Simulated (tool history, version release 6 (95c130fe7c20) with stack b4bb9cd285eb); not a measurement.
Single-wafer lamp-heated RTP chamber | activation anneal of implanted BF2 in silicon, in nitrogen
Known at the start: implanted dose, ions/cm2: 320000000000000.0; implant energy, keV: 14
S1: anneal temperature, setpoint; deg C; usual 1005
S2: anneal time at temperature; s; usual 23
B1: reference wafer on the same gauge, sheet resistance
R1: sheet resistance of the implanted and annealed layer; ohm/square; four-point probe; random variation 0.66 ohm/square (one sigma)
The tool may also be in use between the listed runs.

{"run": 1, "hour": 0.0, "S1": 1005, "S2": 16, "B1": 296.16, "R1": 365.56}
{"run": 2, "hour": 12.7, "S1": 1021, "S2": 23, "B1": 296.16, "R1": 358.5}
{"run": 3, "hour": 24.6, "S1": 1021, "S2": 23, "B1": 295.79, "R1": 358.45}
{"run": 4, "hour": 37.9, "S1": 1016, "S2": 23, "B1": 295.79, "R1": 359.4}
{"run": 5, "hour": 46.7, "S1": 1016, "S2": 23, "B1": 296.28, "R1": 359.08}
{"run": 6, "hour": 59.1, "S1": 1016, "S2": 23, "B1": 296.26, "R1": 359.3}
{"run": 7, "hour": 70.2, "S1": 1005, "S2": 15, "B1": 296.03, "R1": 364.19}
{"hour": 100.9, "done": "pyrometer window cleaned and pyrometer calibrated"}
{"hour": 117.5, "done": "reflector plate cleaned"}
{"run": 8, "hour": 119.4, "S1": 1005, "S2": 15, "B1": 296.07, "R1": 366.23}
{"run": 9, "hour": 130.9, "S1": 997, "S2": 23, "B1": 296.04, "R1": 365.46}
{"run": 10, "hour": 146.9, "S1": 1005, "S2": 23, "B1": 295.64, "R1": 362.99}
{"run": 11, "hour": 158.7, "S1": 1005, "S2": 23, "B1": 296.09, "R1": 363.7}
{"run": 12, "hour": 172.5, "S1": 1005, "S2": 23, "B1": 296.07, "R1": 364.78}
{"run": 13, "hour": 189.7, "S1": 1005, "S2": 23, "B1": 295.92, "R1": 362.98}
{"run": 14, "hour": 198.3, "S1": 1005, "S2": 23, "B1": 296.15, "R1": 362.02}
{"run": 15, "hour": 210.8, "S1": 1005, "S2": 23, "B1": 295.98, "R1": 361.72}
{"run": 16, "hour": 218.2, "S1": 994, "S2": 23, "B1": 296.16, "R1": 366.6}
{"run": 17, "hour": 228.5, "S1": 994, "S2": 23, "B1": 296.03, "R1": 366.26}
{"run": 18, "hour": 246.4, "S1": 1005, "S2": 23, "B1": 295.85, "R1": 362.61}
{"run": 19, "hour": 257.5, "S1": 991, "S2": 23, "B1": 296.06, "R1": 367.35}
{"run": 20, "hour": 267.0, "S1": 997, "S2": 28, "B1": 296.33, "R1": 363.26}
{"run": 21, "hour": 283.3, "S1": 1021, "S2": 23, "B1": 295.92, "R1": 357.66}
{"run": 22, "hour": 300.9, "S1": 1025, "S2": 14, "B1": 296.09, "R1": 362.15}
{"run": 23, "hour": 311.0, "S1": 1014, "S2": 32, "B1": 295.85, "R1": 356.57}
{"run": 24, "hour": 322.0, "S1": 979, "S2": 34, "B1": 295.89, "R1": 367.5}
{"run": 25, "hour": 330.5, "S1": 1015, "S2": 23, "B1": 295.87, "R1": 358.56}
{"run": 26, "hour": 340.0, "S1": 975, "S2": 35, "B1": 296.1, "R1": 369.28}
{"run": 27, "hour": 349.6, "S1": 1005, "S2": 23, "B1": 296.06, "R1": 361.73}
{"hour": 357.8, "done": "reflector plate cleaned"}
{"hour": 364.9, "done": "gauge calibrated"}
{"hour": 370.6, "done": "pyrometer window cleaned and pyrometer calibrated"}
{"run": 28, "hour": 378.8, "S1": 1005, "S2": 23, "B1": 296.08, "R1": 363.69}
{"run": 29, "hour": 388.6, "S1": 1022, "S2": 28, "B1": 295.86, "R1": 356.72}
{"run": 30, "hour": 395.7, "S1": 1005, "S2": 34, "B1": 295.81, "R1": 358.44}
{"run": 31, "hour": 414.6, "S1": 1005, "S2": 23, "B1": 295.87, "R1": 362.72}
{"run": 32, "hour": 421.4, "S1": 988, "S2": 27, "B1": 296.16, "R1": 370.07}
{"run": 33, "hour": 429.6, "S1": 1024, "S2": 23, "B1": 296.07, "R1": 358.39}
{"run": 34, "hour": 441.3, "S1": 982, "S2": 23, "B1": 295.99, "R1": 374.44}
{"run": 35, "hour": 453.2, "S1": 1005, "S2": 18, "B1": 296.06, "R1": 366.04}
{"run": 36, "hour": 475.1, "S1": 981, "S2": 23, "B1": 296.09, "R1": 375.05}
{"run": 37, "hour": 485.2, "S1": 1005, "S2": 23, "B1": 295.93, "R1": 363.28}

Forecast each of these 4 alternatives for the next run:
{"run": "A", "hour": 485.6, "S1": 1005, "S2": 12, "B1": "?", "R1": "?"}
{"run": "B", "hour": 485.6, "S1": 1005, "S2": 11, "B1": "?", "R1": "?"}
{"run": "C", "hour": 485.6, "S1": 1024, "S2": 34, "B1": "?", "R1": "?"}
{"run": "D", "hour": 485.6, "S1": 1013, "S2": 10, "B1": "?", "R1": "?"}

run=A B1=296.36 R1=369.73
run=B B1=296.36 R1=370.46
run=C B1=296.36 R1=353.55
run=D B1=296.36 R1=369.29
Without the tool's hidden state the same runs would have given:
run=A R1=370.26
run=B R1=370.99
run=C R1=354.18
run=D R1=369.70
